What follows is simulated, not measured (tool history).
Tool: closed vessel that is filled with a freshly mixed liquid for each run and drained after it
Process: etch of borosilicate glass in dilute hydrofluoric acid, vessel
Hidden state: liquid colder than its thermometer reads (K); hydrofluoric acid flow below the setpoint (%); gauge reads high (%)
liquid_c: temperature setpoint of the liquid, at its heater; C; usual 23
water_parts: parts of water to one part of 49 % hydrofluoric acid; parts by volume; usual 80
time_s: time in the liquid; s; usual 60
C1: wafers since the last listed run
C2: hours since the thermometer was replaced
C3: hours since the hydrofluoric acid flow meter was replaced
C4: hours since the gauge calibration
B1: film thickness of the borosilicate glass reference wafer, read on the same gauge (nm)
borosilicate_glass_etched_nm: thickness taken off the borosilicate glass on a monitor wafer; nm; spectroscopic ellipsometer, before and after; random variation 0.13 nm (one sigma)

{"run": 1, "hour": 0.0, "liquid_c": 23, "water_parts": 80, "time_s": 60, "C1": 0, "C2": 1983, "C3": 338.1, "C4": 67.2, "B1": 59.98, "borosilicate_glass_etched_nm": 28.86}
{"run": 2, "hour": 32.6, "liquid_c": 23, "water_parts": 80, "time_s": 60, "C1": 4780, "C2": 2015.6, "C3": 370.7, "C4": 99.8, "B1": 60.02, "borosilicate_glass_etched_nm": 28.82}
{"run": 3, "hour": 62.1, "liquid_c": 23, "water_parts": 80, "time_s": 60, "C1": 4326, "C2": 2045.1, "C3": 400.2, "C4": 129.3, "B1": 59.95, "borosilicate_glass_etched_nm": 28.62}
{"run": 4, "hour": 96.4, "liquid_c": 23, "water_parts": 80, "time_s": 45, "C1": 5030, "C2": 2079.4, "C3": 434.5, "C4": 163.6, "B1": 60.02, "borosilicate_glass_etched_nm": 21.51}
{"run": 5, "hour": 160.1, "liquid_c": 23, "water_parts": 80, "time_s": 45, "C1": 9341, "C2": 2143.1, "C3": 498.2, "C4": 227.3, "B1": 60.02, "borosilicate_glass_etched_nm": 21.45}
{"run": 6, "hour": 190.6, "liquid_c": 23, "water_parts": 80, "time_s": 45, "C1": 4472, "C2": 2173.6, "C3": 528.7, "C4": 257.8, "B1": 59.96, "borosilicate_glass_etched_nm": 21.53}
{"run": 7, "hour": 218.0, "liquid_c": 23, "water_parts": 80, "time_s": 60, "C1": 4018, "C2": 2201, "C3": 556.1, "C4": 285.2, "B1": 60.02, "borosilicate_glass_etched_nm": 28.26}
{"run": 8, "hour": 252.0, "liquid_c": 23, "water_parts": 80, "time_s": 60, "C1": 4986, "C2": 2235, "C3": 590.1, "C4": 319.2, "B1": 59.99, "borosilicate_glass_etched_nm": 28.56}
{"run": 9, "hour": 264.3, "liquid_c": 23, "water_parts": 80, "time_s": 60, "C1": 1803, "C2": 2247.3, "C3": 602.4, "C4": 331.5, "B1": 60.05, "borosilicate_glass_etched_nm": 28.39}
{"run": 10, "hour": 283.6, "liquid_c": 23, "water_parts": 80, "time_s": 60, "C1": 2830, "C2": 2266.6, "C3": 621.7, "C4": 350.8, "B1": 60.01, "borosilicate_glass_etched_nm": 28.67}
{"run": 11, "hour": 314.8, "liquid_c": 23, "water_parts": 80, "time_s": 60, "C1": 4575, "C2": 2297.8, "C3": 652.9, "C4": 382, "B1": 60, "borosilicate_glass_etched_nm": 28.48}
{"run": 12, "hour": 336.6, "liquid_c": 23, "water_parts": 80, "time_s": 60, "C1": 3197, "C2": 2319.6, "C3": 674.7, "C4": 403.8, "B1": 59.98, "borosilicate_glass_etched_nm": 28.42}
{"run": 13, "hour": 409.2, "liquid_c": 23, "water_parts": 110, "time_s": 60, "C1": 10647, "C2": 2392.2, "C3": 747.3, "C4": 476.4, "B1": 60.01, "borosilicate_glass_etched_nm": 19.95}
{"hour": 418.4, "done": "gauge calibrated"}
{"hour": 435.4, "done": "hydrofluoric acid flow meter replaced"}
{"run": 14, "hour": 441.0, "liquid_c": 23, "water_parts": 80, "time_s": 60, "C1": 4516, "C2": 2424, "C3": 5.6, "C4": 22.6, "B1": 59.99, "borosilicate_glass_etched_nm": 28.45}
{"run": 15, "hour": 472.9, "liquid_c": 18, "water_parts": 60, "time_s": 60, "C1": 4678, "C2": 2455.9, "C3": 37.5, "C4": 54.5, "B1": 60.03, "borosilicate_glass_etched_nm": 31.39}
{"hour": 479.2, "done": "thermometer replaced"}
{"run": 16, "hour": 498.2, "liquid_c": 27.5, "water_parts": 70, "time_s": 70, "C1": 3563, "C2": 19, "C3": 62.8, "C4": 79.8, "B1": 59.98, "borosilicate_glass_etched_nm": 48.84}
{"run": 17, "hour": 525.5, "liquid_c": 23, "water_parts": 80, "time_s": 60, "C1": 4003, "C2": 46.3, "C3": 90.1, "C4": 107.1, "B1": 60.04, "borosilicate_glass_etched_nm": 30.17}
{"run": 18, "hour": 544.8, "liquid_c": 25, "water_parts": 80, "time_s": 30, "C1": 2830, "C2": 65.6, "C3": 109.4, "C4": 126.4, "B1": 60.03, "borosilicate_glass_etched_nm": 16.3}
{"run": 19, "hour": 565.1, "liquid_c": 18, "water_parts": 70, "time_s": 70, "C1": 2977, "C2": 85.9, "C3": 129.7, "C4": 146.7, "B1": 59.98, "borosilicate_glass_etched_nm": 32.97}
{"run": 20, "hour": 596.5, "liquid_c": 23, "water_parts": 80, "time_s": 80, "C1": 4604, "C2": 117.3, "C3": 161.1, "C4": 178.1, "B1": 59.96, "borosilicate_glass_etched_nm": 40.27}
{"run": 21, "hour": 618.2, "liquid_c": 21, "water_parts": 60, "time_s": 40, "C1": 3182, "C2": 139, "C3": 182.8, "C4": 199.8, "B1": 60, "borosilicate_glass_etched_nm": 25.05}
{"run": 22, "hour": 650.7, "liquid_c": 26, "water_parts": 90, "time_s": 40, "C1": 4766, "C2": 171.5, "C3": 215.3, "C4": 232.3, "B1": 60.03, "borosilicate_glass_etched_nm": 19.8}
{"run": 23, "hour": 678.1, "liquid_c": 20, "water_parts": 50, "time_s": 60, "C1": 4018, "C2": 198.9, "C3": 242.7, "C4": 259.7, "B1": 60.03, "borosilicate_glass_etched_nm": 43.95}
{"run": 24, "hour": 709.1, "liquid_c": 23, "water_parts": 80, "time_s": 60, "C1": 4546, "C2": 229.9, "C3": 273.7, "C4": 290.7, "B1": 60.03, "borosilicate_glass_etched_nm": 30.04}
{"run": 25, "hour": 779.1, "liquid_c": 27, "water_parts": 80, "time_s": 75, "C1": 10265, "C2": 299.9, "C3": 343.7, "C4": 360.7, "B1": 59.97, "borosilicate_glass_etched_nm": 43.93}
{"run": 26, "hour": 813.3, "liquid_c": 23, "water_parts": 80, "time_s": 60, "C1": 5015, "C2": 334.1, "C3": 377.9, "C4": 394.9, "B1": 59.99, "borosilicate_glass_etched_nm": 29.87}
{"hour": 840.0, "done": "gauge calibrated"}
{"run": 27, "hour": 883.7, "liquid_c": 19, "water_parts": 80, "time_s": 60, "C1": 10324, "C2": 404.5, "C3": 448.3, "C4": 43.7, "B1": 59.99, "borosilicate_glass_etched_nm": 25.22}

Hidden state or all else? Some run-to-run changes of borosilicate_glass_etched_nm, split into what the settings, what came in and random variation would give without the hidden state, and what is left for the hidden state (with any gauge scatter that isn't in both results):
Run 13 -> 14: water_parts 110 -> 80, gauge calibrated, hydrofluoric acid flow meter replaced. borosilicate_glass_etched_nm +8.5 nm: hidden state -0.61, all else +9.11.
Run 15 -> 16: liquid_c 18 -> 27.5, water_parts 60 -> 70, time_s 60 -> 70, thermometer replaced. borosilicate_glass_etched_nm +17.45 nm: hidden state +2, all else +15.45.
Run 16 -> 17: liquid_c 27.5 -> 23, water_parts 70 -> 80, time_s 70 -> 60. borosilicate_glass_etched_nm -18.67 nm: hidden state +0.06, all else -18.73.
Run 22 -> 23: liquid_c 26 -> 20, water_parts 90 -> 50, time_s 40 -> 60. borosilicate_glass_etched_nm +24.15 nm: hidden state -0.28, all else +24.43.
